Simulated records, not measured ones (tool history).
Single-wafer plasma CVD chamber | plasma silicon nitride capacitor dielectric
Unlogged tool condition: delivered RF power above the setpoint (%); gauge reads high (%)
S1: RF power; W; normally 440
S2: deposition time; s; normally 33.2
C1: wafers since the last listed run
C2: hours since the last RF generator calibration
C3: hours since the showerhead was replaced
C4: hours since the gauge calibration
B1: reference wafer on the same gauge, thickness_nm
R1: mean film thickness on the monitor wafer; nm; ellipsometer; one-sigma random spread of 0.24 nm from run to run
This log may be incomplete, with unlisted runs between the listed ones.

run,hour,S1,S2,C1,C2,C3,C4,B1,R1
1,0,490,33.2,0,1876.5,2654.4,83.8,41.687,47.669
2,15.6,490,33.2,516,1892.1,2670,99.4,41.801,47.38
3,23.2,440,35.3,251,1899.7,2677.6,107,41.653,48.764
4,40,440,33.2,556,1916.5,2694.4,123.8,41.692,46.683
5,46.8,440,33.2,225,1923.3,2701.2,130.6,41.72,46.147
6,63,440,37.7,536,1939.5,2717.4,146.8,41.649,52.325
7,70.7,440,37.7,255,1947.2,2725.1,154.5,41.649,52.298
8,81.6,440,37.7,361,1958.1,2736,165.4,41.688,52.152
9,89.7,440,35.2,268,1966.2,2744.1,173.5,41.634,48.909
10,99.3,440,35.2,318,1975.8,2753.7,183.1,41.62,48.957
11,114.7,440,35.2,510,1991.2,2769.1,198.5,41.712,49.119
12,157.8,440,33.2,1427,2034.3,2812.2,241.6,41.73,45.844
13,174.5,440,33.2,553,2051,2828.9,258.3,41.752,45.682
14,187.2,380,36.9,420,2063.7,2841.6,271,41.709,49.1
15,198.2,440,33.2,364,2074.7,2852.6,282,41.691,46.178
# hour 210.1: gauge calibrated
# hour 220.6: RF generator calibrated
16,221.1,465,33.2,493,0.5,2875.5,11,41.593,47.018
17,224.7,415,33.2,119,4.1,2879.1,14.6,41.697,45.041
18,235.5,380,36.9,357,14.9,2889.9,25.4,41.676,48.968
19,242.3,440,36.1,225,21.7,2896.7,32.2,41.703,50.13
# hour 254: showerhead replaced
20,259.1,405,29,291,38.5,5.1,49,41.736,39.823
21,273.6,440,33.2,480,53,19.6,63.5,41.644,46.12
22,289.9,440,35.2,539,69.3,35.9,79.8,41.772,48.917
23,305.6,520,33.2,520,85,51.6,95.5,41.713,48.137
24,314.2,500,30.6,284,93.6,60.2,104.1,41.672,44.362
25,327.9,485,37.6,453,107.3,73.9,117.8,41.714,53.745
26,336.5,440,29.2,284,115.9,82.5,126.4,41.638,40.718
27,353.5,380,36.9,563,132.9,99.5,143.4,41.745,49.181
28,360.8,365,29.8,241,140.2,106.8,150.7,41.65,39.508
29,368.6,440,33.2,258,148,114.6,158.5,41.709,46.046

Below are 4 alternative next runs, each starting from the tool's condition after run 29. Predict each:
A,369,440,33.2,13,148.4,115,158.9,?,?
B,369,395,28.8,13,148.4,115,158.9,?,?
C,369,385,33.2,13,148.4,115,158.9,?,?
D,369,370,39.6,13,148.4,115,158.9,?,?

run,B1,R1
A,41.758,46.028
B,41.758,38.717
C,41.758,44.308
D,41.758,52.257
Take away the tool's hidden state, keep each run's random variation, and the runs would have read:
run,R1
A,46.028
B,38.717
C,44.308
D,52.257
